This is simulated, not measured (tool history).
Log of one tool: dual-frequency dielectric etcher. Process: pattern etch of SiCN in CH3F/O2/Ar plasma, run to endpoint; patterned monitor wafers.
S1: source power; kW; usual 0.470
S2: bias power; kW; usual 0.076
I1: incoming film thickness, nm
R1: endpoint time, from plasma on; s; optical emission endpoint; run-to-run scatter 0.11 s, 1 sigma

Run 1, hour 0.0: usual settings but S2 0.067 kW; I1 6.49. Result: R1 16.5 s.
Run 2, hour 95.6: usual settings but S2 0.067 kW; I1 6.37. Result: R1 16.3 s.
Run 3, hour 144.6: usual settings but S2 0.067 kW; I1 6.43. Result: R1 16.4 s.
Run 4, hour 228.7: usual settings but S1 0.390 kW; I1 6.40. Result: R1 16.1 s.
Run 5, hour 317.8: usual settings but S1 0.390 kW; I1 6.41. Result: R1 16.6 s.
Run 6, hour 631.0: usual settings but S1 0.520 kW; I1 6.41. Result: R1 15.2 s.
Run 7, hour 698.4: usual settings but S1 0.520 kW; I1 6.38. Result: R1 15.4 s.
Run 8, hour 752.7: usual settings but S1 0.520 kW; I1 6.45. Result: R1 15.6 s.
Run 9, hour 833.6: usual settings but S1 0.560 kW; I1 6.41. Result: R1 15.4 s.
Run 10, hour 1118.2: usual settings but S1 0.560 kW; I1 6.45. Result: R1 14.8 s.
Run 11, hour 1163.6: usual settings; I1 6.33. Result: R1 15.5 s.
Run 12, hour 1226.1: usual settings; I1 6.45. Result: R1 15.7 s.
Run 13, hour 1262.5: usual settings; I1 6.44. Result: R1 15.8 s.
Run 14, hour 1335.3: usual settings; I1 6.35. Result: R1 15.7 s.
Run 15, hour 1417.1: usual settings; I1 6.44. Result: R1 16.1 s.
Run 16, hour 1507.6: usual settings; I1 6.42. Result: R1 15.0 s.
Run 17, hour 1561.9: usual settings but S2 0.090 kW; I1 6.31. Result: R1 14.1 s.
Run 18, hour 1620.4: usual settings but S1 0.540 kW, S2 0.058 kW; I1 6.41. Result: R1 15.6 s.
Run 19, hour 1667.1: usual settings but S2 0.069 kW; I1 6.41. Result: R1 15.6 s.
Run 20, hour 1713.6: usual settings but S1 0.530 kW, S2 0.066 kW; I1 6.43. Result: R1 15.2 s.
Run 21, hour 1754.2: usual settings; I1 6.31. Result: R1 15.3 s.
Run 22, hour 1850.6: usual settings but S1 0.440 kW, S2 0.094 kW; I1 6.41. Result: R1 14.1 s.
Run 23, hour 1928.2: usual settings but S1 0.560 kW, S2 0.069 kW; I1 6.38. Result: R1 15.6 s.
Run 24, hour 1969.0: usual settings but S2 0.061 kW; I1 6.39. Result: R1 17.5 s.
Run 25, hour 2060.9: usual settings but S1 0.430 kW, S2 0.064 kW; I1 6.41. Result: R1 17.3 s.
Run 26, hour 2127.5: usual settings but S1 0.550 kW, S2 0.060 kW; I1 6.39. Result: R1 16.4 s.
Run 27, hour 2228.0: usual settings but S1 0.370 kW, S2 0.061 kW; I1 6.40. Result: R1 18.5 s.
Run 28, hour 2297.5: usual settings but S1 0.350 kW, S2 0.063 kW; I1 6.42. Result: R1 18.8 s.
Run 29, hour 2404.3: usual settings but S1 0.420 kW, S2 0.091 kW; I1 6.36. Result: R1 14.8 s.
Run 30, hour 2574.8: usual settings; I1 6.40. Result: R1 15.9 s.
Run 31, hour 2650.4: usual settings; I1 6.40. Result: R1 16.1 s.
Run 32, hour 2753.3: usual settings but S2 0.095 kW; I1 6.38. Result: R1 13.8 s.
Run 33, hour 2878.8: usual settings but S1 0.530 kW, S2 0.066 kW; I1 6.39. Result: R1 15.8 s.
Run 34, hour 2934.8: usual settings but S1 0.410 kW, S2 0.071 kW; I1 6.36. Result: R1 16.6 s.
Run 35, hour 3020.2: usual settings but S1 0.380 kW, S2 0.064 kW; I1 6.35. Result: R1 18.1 s.

Not shown: 8 entries that the log had between the listed runs. Between which runs, and how does the tool's hidden state differ before and after?
Runs 3 to 4: wet clean of the chamber (hour 216.0)
  etch rate over this chamber's usual, %: -3.92 -> -0.466
  difference, measured minus the result without the unlogged condition, R1: +0.6 -> +0.0 s
Runs 9 to 10: wet clean of the chamber (hour 885.3)
  etch rate over this chamber's usual, %: -5.77 -> -2.22
  difference, measured minus the result without the unlogged condition, R1: +0.9 -> +0.3 s
Runs 15 to 16: wet clean of the chamber (hour 1507.1)
  etch rate over this chamber's usual, %: -4.84 -> 0.635
  difference, measured minus the result without the unlogged condition, R1: +0.8 -> -0.1 s
Runs 17 to 18: source power generator calibrated (hour 1585.9)
  etch rate over this chamber's usual, %: 0.159 -> -0.354
  difference, measured minus the result without the unlogged condition, R1: -0.1 -> +0.0 s
Runs 21 to 22: upper electrode replaced, of another model than before (hour 1850.1)
  etch rate over this chamber's usual, %: -1.53 -> -2.37
  difference, measured minus the result without the unlogged condition, R1: +0.2 -> +0.3 s
Runs 24 to 25: wet clean of the chamber (hour 2060.4)
  etch rate over this chamber's usual, %: -3.41 -> -0.473
  difference, measured minus the result without the unlogged condition, R1: +0.6 -> +0.0 s
Runs 25 to 26: bias power generator calibrated (hour 2072.8)
  etch rate over this chamber's usual, %: -0.473 -> -1.06
  difference, measured minus the result without the unlogged condition, R1: +0.0 -> +0.1 s
Runs 31 to 32: wet clean of the chamber (hour 2711.6)
  etch rate over this chamber's usual, %: -5.65 -> -0.192
  difference, measured minus the result without the unlogged condition, R1: +0.9 -> +0.0 s

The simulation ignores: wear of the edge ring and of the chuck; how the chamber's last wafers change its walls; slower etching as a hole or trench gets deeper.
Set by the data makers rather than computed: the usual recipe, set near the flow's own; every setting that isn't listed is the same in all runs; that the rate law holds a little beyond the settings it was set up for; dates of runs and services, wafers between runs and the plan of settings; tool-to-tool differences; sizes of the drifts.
